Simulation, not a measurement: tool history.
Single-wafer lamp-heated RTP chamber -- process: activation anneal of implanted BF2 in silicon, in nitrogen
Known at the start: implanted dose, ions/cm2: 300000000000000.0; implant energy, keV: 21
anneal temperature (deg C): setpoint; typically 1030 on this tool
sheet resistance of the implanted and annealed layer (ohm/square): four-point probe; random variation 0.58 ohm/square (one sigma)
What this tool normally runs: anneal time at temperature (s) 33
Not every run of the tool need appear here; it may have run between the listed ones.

run	hour	anneal temperature (deg C)	anneal time at temperature (s)	wafers since the last listed run	wafers since the last pyrometer calibration	wafers since the reflector plate was cleaned	hours since the gauge calibration	read-back reference wafer on the same gauge, sheet resistance	sheet resistance of the implanted and annealed layer (ohm/square)
1	0.0	1030	29	0	1297	166	1408.3	418.12	388.13
2	107.3	1030	29	1654	2952	1821	1515.6	417.99	387.20
3	172.8	1030	33	1010	3962	2831	1581.1	417.97	385.79
4	235.9	1030	21	973	4935	3804	1644.2	417.85	389.94
5	282.8	1030	33	723	5658	4528	1691.1	417.99	385.34
6	329.0	1030	33	712	6371	5240	1737.3	418.13	385.34
# hour 367.5: pyrometer window cleaned and pyrometer calibrated
7	425.2	1030	27	1360	889	6601	1833.5	417.82	390.64
8	485.8	1030	27	934	1823	7535	1894.1	417.87	388.94
9	543.4	1030	27	888	2712	8423	1951.7	418.05	387.07
# hour 563.1: reflector plate cleaned
10	650.3	1030	22	1525	4237	1344	2058.6	417.97	391.04
11	688.9	1030	22	595	4832	1939	2097.2	418.25	390.03
12	753.7	1030	22	999	5832	2939	2162.0	417.87	390.88
13	837.7	1015	19	1295	7127	4234	2246.0	417.93	393.33
# hour 847.2: pyrometer window cleaned and pyrometer calibrated
14	883.1	1015	19	576	554	4811	2291.4	417.94	394.64
15	935.4	1030	33	806	1361	5618	2343.7	418.13	386.61
16	1008.1	1030	33	1121	2482	6739	2416.4	418.02	386.16
# hour 1079.2: gauge calibrated
17	1105.7	1049	23	1505	3987	8244	26.5	417.93	386.48
# hour 1182.5: reflector plate cleaned
18	1186.3	1030	41	1119	5107	58	107.1	418.15	383.18
# hour 1240.9: pyrometer window cleaned and pyrometer calibrated
19	1257.4	1059	24	973	254	1031	178.2	418.07	385.21
20	1302.6	1030	33	697	951	1728	223.4	418.27	387.19
21	1345.8	1042	33	666	1617	2394	266.6	418.04	384.62
22	1412.7	1030	48	1031	2649	3426	333.5	418.08	381.75
# hour 1649.7: pyrometer window cleaned and pyrometer calibrated
23	1659.6	1002	48	3684	152	7110	580.4	417.98	389.22
24	1733.7	1006	26	1142	1295	8253	654.5	418.04	391.18
# hour 1755.3: reflector plate cleaned
25	1940.7	1010	43	3069	4364	2859	861.5	418.14	386.24
26	2047.3	1049	50	1644	6008	4503	968.1	418.03	374.50
27	2085.0	1030	33	581	6589	5085	1005.8	417.90	386.39
# hour 2098.4: pyrometer window cleaned and pyrometer calibrated
28	2135.2	1002	18	650	567	5736	1056.0	418.01	393.89

Here are 3 independent what-if runs from the current tool condition. What would each one return?
A	2135.6	1050	33	6	573	5742	1056.4	?	?
B	2135.6	1030	24	6	573	5742	1056.4	?	?
C	2135.6	1046	44	6	573	5742	1056.4	?	?

run	read-back reference wafer on the same gauge, sheet resistance	sheet resistance of the implanted and annealed layer (ohm/square)
A	417.97	382.48
B	417.97	389.91
C	417.97	379.45
Had the tool no hidden state, the same runs would have come out as:
run	sheet resistance of the implanted and annealed layer (ohm/square)
A	383.24
B	390.34
C	380.29
